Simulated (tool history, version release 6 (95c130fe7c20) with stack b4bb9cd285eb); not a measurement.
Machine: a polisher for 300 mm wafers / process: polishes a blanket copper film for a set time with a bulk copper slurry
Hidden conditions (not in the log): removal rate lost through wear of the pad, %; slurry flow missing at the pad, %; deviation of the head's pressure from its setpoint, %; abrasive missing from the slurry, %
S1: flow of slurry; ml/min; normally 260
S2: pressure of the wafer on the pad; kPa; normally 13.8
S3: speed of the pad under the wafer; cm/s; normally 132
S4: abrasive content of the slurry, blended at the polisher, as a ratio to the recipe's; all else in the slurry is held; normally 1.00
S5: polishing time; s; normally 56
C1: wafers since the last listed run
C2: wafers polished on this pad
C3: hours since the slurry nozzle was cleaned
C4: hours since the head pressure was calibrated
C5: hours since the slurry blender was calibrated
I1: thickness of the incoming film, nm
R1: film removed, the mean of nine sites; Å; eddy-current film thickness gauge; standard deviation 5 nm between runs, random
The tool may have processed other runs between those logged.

{"run": 1, "day": 0.0, "S1": 305, "S2": 13.8, "S3": 132, "S4": 1.0, "S5": 56, "C1": 0, "C2": 33, "C3": 163.3, "C4": 972.9, "C5": 92.7, "I1": 2919.6, "R1": 4803}
{"run": 2, "day": 0.658, "S1": 305, "S2": 13.8, "S3": 132, "S4": 1.0, "S5": 56, "C1": 115, "C2": 149, "C3": 179.1, "C4": 988.7, "C5": 108.5, "I1": 2945.3, "R1": 4893}
{"run": 3, "day": 1.071, "S1": 305, "S2": 13.8, "S3": 132, "S4": 1.0, "S5": 56, "C1": 72, "C2": 221, "C3": 189.0, "C4": 998.6, "C5": 118.4, "I1": 2928.5, "R1": 4815}
{"run": 4, "day": 1.7, "S1": 190, "S2": 13.8, "S3": 132, "S4": 1.0, "S5": 56, "C1": 110, "C2": 332, "C3": 204.1, "C4": 1013.7, "C5": 133.5, "I1": 2959.2, "R1": 4410}
{"run": 5, "day": 2.062, "S1": 190, "S2": 13.8, "S3": 132, "S4": 1.0, "S5": 56, "C1": 63, "C2": 395, "C3": 212.8, "C4": 1022.4, "C5": 142.2, "I1": 2892.5, "R1": 4396}
{"run": 6, "day": 2.317, "S1": 190, "S2": 13.8, "S3": 132, "S4": 1.0, "S5": 56, "C1": 44, "C2": 440, "C3": 218.9, "C4": 1028.5, "C5": 148.3, "I1": 2880.8, "R1": 4382}
{"run": 7, "day": 3.025, "S1": 260, "S2": 13.8, "S3": 132, "S4": 1.0, "S5": 56, "C1": 124, "C2": 565, "C3": 235.9, "C4": 1045.5, "C5": 165.3, "I1": 2990.8, "R1": 4769}
{"run": 8, "day": 3.596, "S1": 300, "S2": 13.8, "S3": 132, "S4": 1.0, "S5": 56, "C1": 100, "C2": 665, "C3": 249.6, "C4": 1059.2, "C5": 179.0, "I1": 2967.4, "R1": 4767}
{"run": 9, "day": 4.146, "S1": 260, "S2": 9.0, "S3": 132, "S4": 1.25, "S5": 68, "C1": 96, "C2": 762, "C3": 262.8, "C4": 1072.4, "C5": 192.2, "I1": 2938.4, "R1": 4668}
{"day": 4.354, "done": "slurry blender recalibrated"}
{"run": 10, "day": 4.462, "S1": 345, "S2": 15.9, "S3": 90, "S4": 1.2, "S5": 56, "C1": 41, "C2": 803, "C3": 270.4, "C4": 1080.0, "C5": 2.6, "I1": 2900.7, "R1": 3675}
{"run": 11, "day": 5.317, "S1": 260, "S2": 13.8, "S3": 132, "S4": 1.0, "S5": 56, "C1": 150, "C2": 953, "C3": 290.9, "C4": 1100.5, "C5": 23.1, "I1": 2957.4, "R1": 4621}
{"run": 12, "day": 5.867, "S1": 260, "S2": 13.8, "S3": 132, "S4": 0.85, "S5": 45, "C1": 96, "C2": 1050, "C3": 304.1, "C4": 1113.7, "C5": 36.3, "I1": 2917.6, "R1": 3668}
{"day": 5.917, "done": "slurry nozzle cleaned"}
{"run": 13, "day": 6.267, "S1": 260, "S2": 13.8, "S3": 132, "S4": 1.0, "S5": 56, "C1": 62, "C2": 1113, "C3": 8.4, "C4": 1123.3, "C5": 45.9, "I1": 2956.0, "R1": 5083}
{"run": 14, "day": 6.579, "S1": 260, "S2": 11.0, "S3": 132, "S4": 0.75, "S5": 56, "C1": 54, "C2": 1167, "C3": 15.9, "C4": 1130.8, "C5": 53.4, "I1": 2943.2, "R1": 4128}
{"run": 15, "day": 7.288, "S1": 210, "S2": 13.8, "S3": 132, "S4": 1.0, "S5": 56, "C1": 124, "C2": 1292, "C3": 32.9, "C4": 1147.8, "C5": 70.4, "I1": 2946.4, "R1": 4852}
{"day": 7.421, "done": "head pressure recalibrated"}
{"run": 16, "day": 7.788, "S1": 260, "S2": 13.8, "S3": 148, "S4": 1.0, "S5": 56, "C1": 73, "C2": 1365, "C3": 44.9, "C4": 8.8, "C5": 82.4, "I1": 2946.4, "R1": 5522}
{"day": 8.133, "done": "worn pad replaced by a new one"}
{"run": 17, "day": 9.392, "S1": 200, "S2": 13.8, "S3": 132, "S4": 1.0, "S5": 56, "C1": 252, "C2": 221, "C3": 83.4, "C4": 47.3, "C5": 120.9, "I1": 2944.0, "R1": 4674}
{"run": 18, "day": 10.096, "S1": 260, "S2": 9.7, "S3": 164, "S4": 1.0, "S5": 56, "C1": 123, "C2": 345, "C3": 100.3, "C4": 64.2, "C5": 137.8, "I1": 2948.2, "R1": 4904}
{"run": 19, "day": 10.625, "S1": 260, "S2": 9.7, "S3": 132, "S4": 1.0, "S5": 70, "C1": 93, "C2": 438, "C3": 113.0, "C4": 76.9, "C5": 150.5, "I1": 2877.9, "R1": 4930}
{"run": 20, "day": 11.167, "S1": 260, "S2": 13.8, "S3": 132, "S4": 0.85, "S5": 45, "C1": 95, "C2": 533, "C3": 126.0, "C4": 89.9, "C5": 163.5, "I1": 2942.9, "R1": 3720}
{"run": 21, "day": 11.733, "S1": 260, "S2": 13.8, "S3": 132, "S4": 1.0, "S5": 56, "C1": 99, "C2": 632, "C3": 139.6, "C4": 103.5, "C5": 177.1, "I1": 2963.2, "R1": 4756}
{"run": 22, "day": 12.246, "S1": 285, "S2": 9.0, "S3": 144, "S4": 1.0, "S5": 67, "C1": 90, "C2": 723, "C3": 151.9, "C4": 115.8, "C5": 189.4, "I1": 2976.7, "R1": 4952}
{"day": 12.667, "done": "slurry blender recalibrated"}
{"run": 23, "day": 12.729, "S1": 260, "S2": 17.9, "S3": 172, "S4": 0.85, "S5": 68, "C1": 70, "C2": 793, "C3": 163.5, "C4": 127.4, "C5": 1.5, "I1": 2931.6, "R1": 8608}
{"run": 24, "day": 13.471, "S1": 260, "S2": 13.8, "S3": 132, "S4": 1.05, "S5": 63, "C1": 130, "C2": 923, "C3": 181.3, "C4": 145.2, "C5": 19.3, "I1": 2941.9, "R1": 5395}
{"run": 25, "day": 14.154, "S1": 260, "S2": 17.9, "S3": 172, "S4": 0.85, "S5": 68, "C1": 120, "C2": 1043, "C3": 197.7, "C4": 161.6, "C5": 35.7, "I1": 2933.4, "R1": 8685}
{"run": 26, "day": 14.571, "S1": 305, "S2": 10.3, "S3": 132, "S4": 0.75, "S5": 43, "C1": 73, "C2": 1117, "C3": 207.7, "C4": 171.6, "C5": 45.7, "I1": 2944.0, "R1": 2998}
{"run": 27, "day": 14.929, "S1": 260, "S2": 13.8, "S3": 132, "S4": 1.0, "S5": 69, "C1": 62, "C2": 1180, "C3": 216.3, "C4": 180.2, "C5": 54.3, "I1": 2972.3, "R1": 5887}
{"run": 28, "day": 15.442, "S1": 260, "S2": 13.8, "S3": 132, "S4": 1.0, "S5": 56, "C1": 90, "C2": 1270, "C3": 228.6, "C4": 192.5, "C5": 66.6, "I1": 2880.2, "R1": 4760}
{"day": 15.717, "done": "worn pad replaced by a new one"}
{"run": 29, "day": 15.8, "S1": 260, "S2": 13.8, "S3": 158, "S4": 1.0, "S5": 56, "C1": 33, "C2": 14, "C3": 237.2, "C4": 201.1, "C5": 75.2, "I1": 2935.4, "R1": 5574}

Here are 5 independent what-if runs from the current tool condition. What would each one return?
{"run": "A", "day": 15.817, "S1": 260, "S2": 13.8, "S3": 132, "S4": 1.0, "S5": 64, "C1": 2, "C2": 17, "C3": 237.6, "C4": 201.5, "C5": 75.6, "I1": 2886.6, "R1": "?"}
{"run": "B", "day": 15.817, "S1": 260, "S2": 9.7, "S3": 132, "S4": 1.0, "S5": 62, "C1": 2, "C2": 17, "C3": 237.6, "C4": 201.5, "C5": 75.6, "I1": 2886.6, "R1": "?"}
{"run": "C", "day": 15.817, "S1": 290, "S2": 13.8, "S3": 132, "S4": 1.0, "S5": 56, "C1": 2, "C2": 17, "C3": 237.6, "C4": 201.5, "C5": 75.6, "I1": 2886.6, "R1": "?"}
{"run": "D", "day": 15.817, "S1": 260, "S2": 9.7, "S3": 132, "S4": 1.0, "S5": 56, "C1": 2, "C2": 17, "C3": 237.6, "C4": 201.5, "C5": 75.6, "I1": 2886.6, "R1": "?"}
{"run": "E", "day": 15.817, "S1": 260, "S2": 9.7, "S3": 132, "S4": 1.0, "S5": 71, "C1": 2, "C2": 17, "C3": 237.6, "C4": 201.5, "C5": 75.6, "I1": 2886.6, "R1": "?"}

run=A R1=5357
run=B R1=4240
run=C R1=4772
run=D R1=3830
run=E R1=4856
Stripped of hidden state, with their random variation kept, the same runs would have yielded:
run=A R1=5680
run=B R1=4496
run=C R1=5028
run=D R1=4061
run=E R1=5149
